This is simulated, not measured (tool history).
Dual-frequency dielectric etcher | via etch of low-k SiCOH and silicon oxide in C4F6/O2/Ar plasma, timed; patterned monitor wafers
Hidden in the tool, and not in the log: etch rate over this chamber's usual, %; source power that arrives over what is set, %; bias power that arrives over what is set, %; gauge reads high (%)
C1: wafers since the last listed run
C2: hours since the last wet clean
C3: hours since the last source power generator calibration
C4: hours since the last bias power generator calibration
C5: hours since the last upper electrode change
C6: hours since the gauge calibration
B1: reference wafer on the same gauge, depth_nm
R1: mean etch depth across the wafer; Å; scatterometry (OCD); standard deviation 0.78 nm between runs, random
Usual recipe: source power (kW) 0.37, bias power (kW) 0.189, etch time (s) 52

Run 1, hour 0: usual settings; C1 0; C2 300.3; C3 2149.5; C4 2496.8; C5 5833.9; C6 668.9; B1 120.9. Result: R1 1380 Å.
Run 2, hour 26.7: usual settings but source power (kW) 0.4; C1 479; C2 327; C3 2176.2; C4 2523.5; C5 5860.6; C6 695.6; B1 121. Result: R1 1446 Å.
Run 3, hour 54: usual settings but etch time (s) 48.5; C1 490; C2 354.3; C3 2203.5; C4 2550.8; C5 5887.9; C6 722.9; B1 121.4. Result: R1 1295 Å.
Run 4, hour 67.9: usual settings; C1 249; C2 368.2; C3 2217.4; C4 2564.7; C5 5901.8; C6 736.8; B1 121.4. Result: R1 1380 Å.
Run 5, hour 95.3: usual settings; C1 492; C2 395.6; C3 2244.8; C4 2592.1; C5 5929.2; C6 764.2; B1 121.2. Result: R1 1372 Å.
Run 6, hour 128.3: usual settings; C1 592; C2 428.6; C3 2277.8; C4 2625.1; C5 5962.2; C6 797.2; B1 121. Result: R1 1363 Å.
At hour 149.9: bias power generator calibrated.
Run 7, hour 151.1: usual settings; C1 337; C2 451.4; C3 2300.6; C4 1.2; C5 5985; C6 820; B1 120.6. Result: R1 1379 Å.
At hour 166: gauge calibrated.
Run 8, hour 170.8: usual settings; C1 353; C2 471.1; C3 2320.3; C4 20.9; C5 6004.7; C6 4.8; B1 120.8. Result: R1 1359 Å.
Run 9, hour 187: usual settings; C1 291; C2 487.3; C3 2336.5; C4 37.1; C5 6020.9; C6 21; B1 121.2. Result: R1 1375 Å.
Run 10, hour 217.8: usual settings; C1 553; C2 518.1; C3 2367.3; C4 67.9; C5 6051.7; C6 51.8; B1 120.8. Result: R1 1364 Å.
Run 11, hour 252.1: usual settings but source power (kW) 0.33; C1 616; C2 552.4; C3 2401.6; C4 102.2; C5 6086; C6 86.1; B1 121. Result: R1 1271 Å.
At hour 288.5: upper electrode replaced.
Run 12, hour 289: usual settings but source power (kW) 0.33; C1 231; C2 589.3; C3 2438.5; C4 139.1; C5 0.5; C6 123; B1 121. Result: R1 1266 Å.
Run 13, hour 305.2: usual settings; C1 291; C2 605.5; C3 2454.7; C4 155.3; C5 16.7; C6 139.2; B1 120.9. Result: R1 1358 Å.
Run 14, hour 330.6: usual settings; C1 456; C2 630.9; C3 2480.1; C4 180.7; C5 42.1; C6 164.6; B1 120.8. Result: R1 1362 Å.
Run 15, hour 365.9: usual settings but source power (kW) 0.28, bias power (kW) 0.221, etch time (s) 39; C1 634; C2 666.2; C3 2515.4; C4 216; C5 77.4; C6 199.9; B1 121. Result: R1 864 Å.
At hour 392.4: wet clean of the chamber.
Run 16, hour 392.9: usual settings but source power (kW) 0.3, bias power (kW) 0.17, etch time (s) 64; C1 53; C2 0.5; C3 2542.4; C4 243; C5 104.4; C6 226.9; B1 121.3. Result: R1 1454 Å.
Run 17, hour 396.1: usual settings but bias power (kW) 0.174; C1 57; C2 3.7; C3 2545.6; C4 246.2; C5 107.6; C6 230.1; B1 121. Result: R1 1376 Å.
Run 18, hour 430.9: usual settings but source power (kW) 0.28, bias power (kW) 0.15, etch time (s) 42.5; C1 625; C2 38.5; C3 2580.4; C4 281; C5 142.4; C6 264.9; B1 120.7. Result: R1 916 Å.
Run 19, hour 445.7: usual settings but source power (kW) 0.4, etch time (s) 43; C1 265; C2 53.3; C3 2595.2; C4 295.8; C5 157.2; C6 279.7; B1 121. Result: R1 1196 Å.
Run 20, hour 463: usual settings but source power (kW) 0.33, bias power (kW) 0.232; C1 310; C2 70.6; C3 2612.5; C4 313.1; C5 174.5; C6 297; B1 120.8. Result: R1 1326 Å.
At hour 470.6: source power generator calibrated.
Run 21, hour 497.5: usual settings; C1 548; C2 105.1; C3 26.9; C4 347.6; C5 209; C6 331.5; B1 121. Result: R1 1392 Å.
Run 22, hour 527.8: usual settings but source power (kW) 0.34, etch time (s) 47.5; C1 544; C2 135.4; C3 57.2; C4 377.9; C5 239.3; C6 361.8; B1 120.8. Result: R1 1210 Å.
Run 23, hour 552: usual settings but source power (kW) 0.45, bias power (kW) 0.219; C1 434; C2 159.6; C3 81.4; C4 402.1; C5 263.5; C6 386; B1 121.4. Result: R1 1574 Å.
Run 24, hour 577.7: usual settings but bias power (kW) 0.157; C1 461; C2 185.3; C3 107.1; C4 427.8; C5 289.2; C6 411.7; B1 120.8. Result: R1 1332 Å.
Run 25, hour 604: usual settings but bias power (kW) 0.214; C1 472; C2 211.6; C3 133.4; C4 454.1; C5 315.5; C6 438; B1 121.1. Result: R1 1397 Å.
Run 26, hour 626: usual settings but source power (kW) 0.46, bias power (kW) 0.144, etch time (s) 65.5; C1 395; C2 233.6; C3 155.4; C4 476.1; C5 337.5; C6 460; B1 120.8. Result: R1 1912 Å.
Run 27, hour 656.6: usual settings; C1 549; C2 264.2; C3 186; C4 506.7; C5 368.1; C6 490.6; B1 121. Result: R1 1374 Å.
Run 28, hour 690.2: usual settings; C1 603; C2 297.8; C3 219.6; C4 540.3; C5 401.7; C6 524.2; B1 121. Result: R1 1359 Å.
Run 29, hour 711.3: usual settings but bias power (kW) 0.223, etch time (s) 58; C1 379; C2 318.9; C3 240.7; C4 561.4; C5 422.8; C6 545.3; B1 121. Result: R1 1577 Å.

5 ways to go on from here, each from the tool as it stands after run 29. What would each give?
Run A, hour 711.7: usual settings but etch time (s) 43; C1 7; C2 319.3; C3 241.1; C4 561.8; C5 423.2; C6 545.7; B1 ?. Result: R1 ?.
Run B, hour 711.7: usual settings but bias power (kW) 0.213, etch time (s) 66.5; C1 7; C2 319.3; C3 241.1; C4 561.8; C5 423.2; C6 545.7; B1 ?. Result: R1 ?.
Run C, hour 711.7: usual settings but bias power (kW) 0.235; C1 7; C2 319.3; C3 241.1; C4 561.8; C5 423.2; C6 545.7; B1 ?. Result: R1 ?.
Run D, hour 711.7: usual settings but etch time (s) 61; C1 7; C2 319.3; C3 241.1; C4 561.8; C5 423.2; C6 545.7; B1 ?. Result: R1 ?.
Run E, hour 711.7: usual settings but etch time (s) 45; C1 7; C2 319.3; C3 241.1; C4 561.8; C5 423.2; C6 545.7; B1 ?. Result: R1 ?.

run     B1    R1
  A  120.8  1141
  B  120.8  1800
  C  120.8  1433
  D  120.8  1619
  E  120.8  1194
The same runs, with their run-to-run variation unchanged, on a tool lacking any hidden condition would have given:
run    R1
  A  1160
  B  1830
  C  1456
  D  1646
  E  1214
